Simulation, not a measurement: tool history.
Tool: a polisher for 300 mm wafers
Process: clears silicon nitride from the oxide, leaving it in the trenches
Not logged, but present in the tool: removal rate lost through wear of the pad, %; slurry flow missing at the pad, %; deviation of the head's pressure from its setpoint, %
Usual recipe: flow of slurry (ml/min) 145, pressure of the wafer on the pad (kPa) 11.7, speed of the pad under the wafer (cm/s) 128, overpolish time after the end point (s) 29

run	hour	flow of slurry (ml/min)	pressure of the wafer on the pad (kPa)	speed of the pad under the wafer (cm/s)	overpolish time after the end point (s)	wafers since the last listed run	wafers polished on this pad	hours since the slurry nozzle was cleaned	hours since the head pressure was calibrated	incoming thickness of the incoming film, nm	time until the end point was called (s)
1	0.0	145	11.7	128	29	0	720	246.1	542.9	115.5	174.1
2	12.4	145	11.7	128	29	63	784	258.5	555.3	114.8	172.7
3	24.8	145	11.7	128	29	63	847	270.9	567.7	114.4	167.4
4	46.2	125	11.7	128	29	109	957	292.3	589.1	115.3	180.9
5	62.6	145	11.7	128	29	84	1042	308.7	605.5	114.0	168.1
6	83.7	145	11.7	128	29	108	1150	329.8	626.6	115.2	172.6
# hour 105.0: worn pad replaced by a new one
7	105.5	145	10.3	152	29	91	2	351.6	648.4	113.3	163.2
8	123.0	145	10.3	152	29	89	92	369.1	665.9	112.5	159.2
9	175.3	170	11.7	128	29	268	361	421.4	718.2	113.6	161.8
10	200.5	170	11.7	128	29	129	490	446.6	743.4	115.7	166.8
11	224.7	170	11.7	128	29	124	615	470.8	767.6	115.2	164.2
12	315.8	145	11.7	128	29	468	1083	561.9	858.7	113.7	166.5
13	339.7	145	11.7	128	29	122	1206	585.8	882.6	116.3	170.1
14	355.8	145	11.7	128	29	82	1289	601.9	898.7	115.5	166.3
15	372.7	145	11.7	114	29	86	1375	618.8	915.6	114.2	186.4
# hour 381.2: worn pad replaced by a new one
16	404.9	145	11.7	114	29	144	121	651.0	947.8	116.4	188.3
17	435.1	110	11.7	128	29	155	277	681.2	978.0	115.1	181.9
18	452.4	145	11.7	128	21	88	365	698.5	995.3	115.5	166.2
# hour 460.1: slurry nozzle cleaned
# hour 470.6: head pressure recalibrated
19	471.1	145	8.3	128	29	80	446	11.0	0.5	113.7	245.8
20	481.4	145	10.3	128	29	52	499	21.3	10.8	116.9	201.8
21	499.4	145	11.7	140	29	92	592	39.3	28.8	115.2	162.3
22	513.2	145	11.7	128	29	70	663	53.1	42.6	115.9	176.7
23	548.5	145	11.7	128	42	181	844	88.4	77.9	114.8	174.8
24	574.5	145	11.7	128	29	133	978	114.4	103.9	114.6	175.7
# hour 595.2: worn pad replaced by a new one
25	598.0	170	13.1	128	29	100	14	137.9	127.4	117.6	155.0
26	618.1	110	10.3	104	44	103	117	158.0	147.5	114.5	264.9
27	653.0	145	11.7	152	34	179	296	192.9	182.4	115.6	149.9
28	668.8	105	11.7	128	29	81	378	208.7	198.2	114.4	191.6
29	704.4	145	11.7	128	29	182	561	244.3	233.8	113.2	172.7
30	724.9	145	11.7	156	29	105	666	264.8	254.3	117.3	147.5
31	784.9	145	11.7	128	29	308	974	324.8	314.3	115.5	176.7
32	819.7	145	10.3	128	29	178	1153	359.6	349.1	114.3	193.9

Branching from run 32: 4 alternative next runs. What would each branch give?
A	820.2	145	11.7	128	29	2	1156	360.1	349.6	114.1	?
B	820.2	170	11.7	128	19	2	1156	360.1	349.6	114.1	?
C	820.2	185	11.7	128	24	2	1156	360.1	349.6	114.1	?
D	820.2	145	11.7	110	40	2	1156	360.1	349.6	114.1	?

run	time until the end point was called (s)
A	172.7
B	166.6
C	163.9
D	201.0
With the hidden condition removed and each run's random variation left untouched, the same runs would have given:
run	time until the end point was called (s)
A	174.0
B	169.1
C	166.9
D	202.5
